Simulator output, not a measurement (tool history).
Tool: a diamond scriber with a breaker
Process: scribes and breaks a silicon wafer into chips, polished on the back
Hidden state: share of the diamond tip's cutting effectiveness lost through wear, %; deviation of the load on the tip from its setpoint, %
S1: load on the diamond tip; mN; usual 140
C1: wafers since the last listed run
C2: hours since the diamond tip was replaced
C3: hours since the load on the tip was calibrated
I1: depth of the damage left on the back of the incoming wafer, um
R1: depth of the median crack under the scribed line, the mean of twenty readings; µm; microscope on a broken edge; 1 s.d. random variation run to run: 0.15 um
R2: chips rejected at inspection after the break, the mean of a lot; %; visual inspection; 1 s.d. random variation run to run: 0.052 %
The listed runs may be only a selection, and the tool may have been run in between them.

| run | day | S1 | C1 | C2 | C3 | I1 | R1 | R2 |
|---|---|---|---|---|---|---|---|---|
| 1 | 0 | 140 | 0 | 250.1 | 291.6 | 0.01 | 12.16 | 1.04 |
| 2 | 2.9 | 140 | 159 | 319.7 | 361.2 | 0.03 | 11.92 | 1.12 |
| 3 | 5.962 | 140 | 167 | 393.2 | 434.7 | 0.02 | 11.81 | 1.21 |
| 4 | 9.267 | 140 | 181 | 472.5 | 514 | 0.05 | 11.68 | 1.26 |
| 5 | 11.554 | 140 | 125 | 527.4 | 568.9 | 0.04 | 11.38 | 1.37 |
| 6 | 14.2 | 155 | 145 | 590.9 | 632.4 | 0.02 | 12.52 | 0.67 |
| 7 | 17.371 | 155 | 173 | 667 | 708.5 | 0.01 | 12.82 | 0.74 |
| 8 | 19.962 | 155 | 142 | 729.2 | 770.7 | 0.03 | 12.64 | 0.72 |
| 9 | 22.671 | 140 | 148 | 794.2 | 835.7 | 0.01 | 11.36 | 1.5 |
| 10 | 28.829 | 156 | 337 | 942 | 983.5 | 0.01 | 12.78 | 0.76 |
| 11 | 32.112 | 170 | 180 | 1020.8 | 1062.3 | 0.02 | 13.17 | 0.93 |
|  | 33.425 | diamond tip replaced by a new one |
| 12 | 35.338 | 176 | 172 | 45.9 | 1139.7 | 0.04 | 14.59 | 3.41 |
|  | 36.825 | load on the tip recalibrated |
| 13 | 38.333 | 113 | 159 | 117.8 | 36.2 | 0.02 | 10.07 | 3.92 |
| 14 | 41.333 | 140 | 164 | 189.8 | 108.2 | 0.02 | 11.99 | 0.89 |
| 15 | 42.9 | 106 | 85 | 227.4 | 145.8 | 0.04 | 9.68 | 7.07 |

Run 16 is up next; what results do you expect?
| 16 | 45.65 | 124 | 150 | 293.4 | 211.8 | 0.03 | ? | ? |

R1: 10.79 µm
R2: 3.04 %
Had the tool carried no hidden state, the very same run would have given R1 11.42 µm, R2 1.62 %.
